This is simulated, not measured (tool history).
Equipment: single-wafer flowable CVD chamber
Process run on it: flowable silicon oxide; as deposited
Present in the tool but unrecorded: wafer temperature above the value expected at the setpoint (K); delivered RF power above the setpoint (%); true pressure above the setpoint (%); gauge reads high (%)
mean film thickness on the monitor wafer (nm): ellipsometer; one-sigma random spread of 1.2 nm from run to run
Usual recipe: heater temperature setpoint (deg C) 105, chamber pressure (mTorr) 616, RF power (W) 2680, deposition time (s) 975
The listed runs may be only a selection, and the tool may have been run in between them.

run,hour,heater temperature setpoint (deg C),chamber pressure (mTorr),RF power (W),deposition time (s),wafers since the last listed run,hours since the last thermocouple change,hours since the last RF generator calibration,hours since the last manometer calibration,hours since the showerhead was replaced,hours since the gauge calibration,"read-back reference wafer on the same gauge, thickness_nm",mean film thickness on the monitor wafer (nm)
1,0,105,616,2680,975,0,2314.3,1432.9,960.7,3564.8,67.8,381.944,280.749
2,12.8,105,616,2680,975,18,2327.1,1445.7,973.5,3577.6,80.6,381.986,279.949
3,26.6,105,616,2680,975,20,2340.9,1459.5,987.3,3591.4,94.4,381.66,278.079
# hour 33.6: gauge calibrated
4,34.2,105,616,2680,975,11,2348.5,1467.1,994.9,3599,0.6,382.317,277.395
5,50.6,105,616,2680,975,24,2364.9,1483.5,1011.3,3615.4,17,381.763,275.207
6,59.5,105,581,2680,975,13,2373.8,1492.4,1020.2,3624.3,25.9,381.91,259.101
7,73.8,105,581,2680,975,21,2388.1,1506.7,1034.5,3638.6,40.2,381.869,259.774
8,90.2,105,616,2680,975,24,2404.5,1523.1,1050.9,3655,56.6,382.208,273.394
9,100.8,105,616,2890,1164,15,2415.1,1533.7,1061.5,3665.6,67.2,381.844,327.08
10,107.7,105,616,3095,975,10,2422,1540.6,1068.4,3672.5,74.1,381.806,276.71
# hour 117.9: RF generator calibrated
11,123.8,105,616,2680,785,11,2438.1,5.9,1084.5,3688.6,90.2,382.31,215.996
# hour 135.4: thermocouple changed; heater temperature recalibrated
12,137.7,105,616,2680,975,8,2.3,19.8,1098.4,3702.5,104.1,381.713,321.585
# hour 145.9: showerhead replaced
# hour 148.9: gauge calibrated
# hour 152.9: capacitance manometer re-zeroed and calibrated
13,153.4,105,463,2540,975,0,18,35.5,0.5,7.5,4.5,382.039,269.075
14,188,118,471,2680,975,50,52.6,70.1,35.1,42.1,39.1,382.151,172.624
15,198.8,90,464,2480,1062,15,63.4,80.9,45.9,52.9,49.9,381.961,509.392

List, for all runs, the conditions of the tool that the log does not record:
delivered RF power above the setpoint (%): 0 across all the runs
gauge reads high (%): 0 across all the runs
H1: wafer temperature above the value expected at the setpoint (K)
H2: true pressure above the setpoint (%)
run,H1,H2
1,4.65,-6.95
2,4.71,-7.15
3,4.77,-7.36
4,4.8,-7.47
5,4.88,-7.73
6,4.92,-7.87
7,4.99,-8.1
8,5.07,-8.36
9,5.12,-8.54
10,5.15,-8.65
11,5.22,-8.92
12,0.395,-9.15
13,0.396,1.23
14,0.398,1.22
15,0.399,1.21
